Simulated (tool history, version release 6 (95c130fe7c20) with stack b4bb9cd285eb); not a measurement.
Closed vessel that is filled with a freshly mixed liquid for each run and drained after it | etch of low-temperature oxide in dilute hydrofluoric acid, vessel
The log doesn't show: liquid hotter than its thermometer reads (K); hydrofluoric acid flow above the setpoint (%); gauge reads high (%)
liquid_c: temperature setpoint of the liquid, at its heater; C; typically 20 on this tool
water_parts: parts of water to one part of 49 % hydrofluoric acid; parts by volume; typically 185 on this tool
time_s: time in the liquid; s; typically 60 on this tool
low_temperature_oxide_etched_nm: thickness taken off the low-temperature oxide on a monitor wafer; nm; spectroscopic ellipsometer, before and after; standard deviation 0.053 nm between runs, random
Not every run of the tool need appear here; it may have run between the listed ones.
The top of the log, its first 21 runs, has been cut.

run,hour,liquid_c,water_parts,time_s,wafers since the last listed run,hours since the thermometer was replaced,hours since the hydrofluoric acid flow meter was replaced,hours since the gauge calibration,"read-back film thickness of the low-temperature oxide reference wafer, read on the same gauge (nm)",low_temperature_oxide_etched_nm
22,623.3,20,245,85,1933,163.3,50.5,366.3,130.01,5.52
23,643,20,185,60,1350,183,70.2,386,129.98,5.47
24,659.1,20,185,95,1103,199.1,86.3,402.1,130,8.61
25,671.2,20,185,85,829,211.2,98.4,414.2,129.99,7.76
26,701,20,115,60,2043,241,128.2,444,130.03,9.52
27,719.1,20,185,90,1241,259.1,146.3,462.1,130.02,8.41
28,742.2,20,185,30,1583,282.2,169.4,485.2,129.99,2.75
29,764.3,20,185,60,1515,304.3,191.5,507.3,130,5.57
30,789.7,17.5,185,60,1741,329.7,216.9,532.7,130,5

Consider 4 possible next runs. They are alternatives, not a sequence: every one starts from the tool as it was left by run 30. What does each give?
A,790.4,23.5,185,60,47,330.4,217.6,533.4,?,?
B,790.4,25,185,35,47,330.4,217.6,533.4,?,?
C,790.4,17,270,60,47,330.4,217.6,533.4,?,?
D,790.4,20,210,40,47,330.4,217.6,533.4,?,?

run,"read-back film thickness of the low-temperature oxide reference wafer, read on the same gauge (nm)",low_temperature_oxide_etched_nm
A,130.01,6.41
B,130.01,3.95
C,130.01,3.16
D,130.01,3.21
Without the tool's unlogged condition, the same runs would have read:
run,low_temperature_oxide_etched_nm
A,6.31
B,3.89
C,3.11
D,3.16

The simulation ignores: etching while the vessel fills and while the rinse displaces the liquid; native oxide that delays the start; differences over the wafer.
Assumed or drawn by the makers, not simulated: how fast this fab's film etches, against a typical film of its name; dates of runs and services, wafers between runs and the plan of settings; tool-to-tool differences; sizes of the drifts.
